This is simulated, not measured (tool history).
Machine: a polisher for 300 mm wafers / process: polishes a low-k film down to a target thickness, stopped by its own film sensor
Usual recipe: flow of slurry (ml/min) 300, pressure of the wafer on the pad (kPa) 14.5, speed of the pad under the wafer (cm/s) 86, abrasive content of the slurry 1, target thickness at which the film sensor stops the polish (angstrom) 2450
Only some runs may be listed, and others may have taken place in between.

run   hour  flow of slurry (ml/min)  pressure of the wafer on the pad (kPa)  speed of the pad under the wafer (cm/s)  abrasive content of the slurry  target thickness at which the film sensor stops the polish (angstrom)  wafers since the last listed run  wafers polished on this pad  hours since the slurry nozzle was cleaned  hours since the head pressure was calibrated  hours since the slurry blender was calibrated  hours since the conditioning disc was replaced  incoming thickness of the incoming film, nm  time until the film sensor stopped the polish (s)
  1      0                      300                                    14.5                                       86                               1                                                                   2450                                 0                         1495                                      241.1                                         956.1                                          285.6                                             208                                        291.4                                              143.2
         4  -- slurry blender recalibrated
  2   15.9                      300                                    14.5                                       86                               1                                                                   2360                               123                         1619                                        257                                           972                                           11.9                                           223.9                                        285.1                                              152.6
  3   41.8                      350                                    14.5                                       96                               1                                                                   2450                               229                         1848                                      282.9                                         997.9                                           37.8                                           249.8                                        286.6                                              120.7
  4   71.5                      300                                    17.2                                       86                               1                                                                   2450                               263                         2111                                      312.6                                        1027.6                                           67.5                                           279.5                                        286.4                                                117
      98.6  -- conditioning disc replaced and pad reconditioned
  5  107.3                      300                                    14.5                                       94                            1.15                                                                   2450                               299                         2411                                      348.4                                        1063.4                                          103.3                                             8.7                                        295.9                                              125.7
     139.1  -- worn pad replaced by a new one
  6  139.6                      300                                    14.5                                       86                               1                                                                   2450                               250                            4                                      380.7                                        1095.7                                          135.6                                              41                                        289.4                                                129
  7  157.7                      240                                    17.9                                       86                               1                                                                   2450                               160                          164                                      398.8                                        1113.8                                          153.7                                            59.1                                        284.5                                               96.2
  8  183.5                      300                                    14.5                                       86                               1                                                                   2450                               228                          393                                      424.6                                        1139.6                                          179.5                                            84.9                                        288.9                                              125.4
  9  199.5                      300                                    14.5                                       86                               1                                                                   2450                               141                          535                                      440.6                                        1155.6                                          195.5                                           100.9                                        285.3                                              116.5
 10  225.7                      300                                    14.5                                       86                               1                                                                   2450                               232                          767                                      466.8                                        1181.8                                          221.7                                           127.1                                        290.1                                              129.8
 11  256.9                      300                                      11                                       86                            1.15                                                                   2450                               276                         1044                                        498                                          1213                                          252.9                                           158.3                                        293.6                                              170.3
     274.3  -- slurry blender recalibrated
 12  278.7                      335                                    14.5                                       64                             0.9                                                                   2560                               175                         1219                                      519.8                                        1234.8                                            4.4                                           180.1                                        286.7                                              117.2
 13  293.8                      215                                    14.5                                       86                             1.2                                                                   2450                               133                         1353                                      534.9                                        1249.9                                           19.5                                           195.2                                        290.6                                              133.7

The next listed run, before its measurement:
 14  324.3                      300                                    14.5                                       72                               1                                                                   2450                               270                         1624                                      565.4                                        1280.4                                             50                                           225.7                                        292.4                                                  ?

Run 14 yielded time until the film sensor stopped the polish (s) 164.1.
On a tool with no hidden condition, and with the same random variation, this run would have come out at time until the film sensor stopped the polish (s) 150.9.
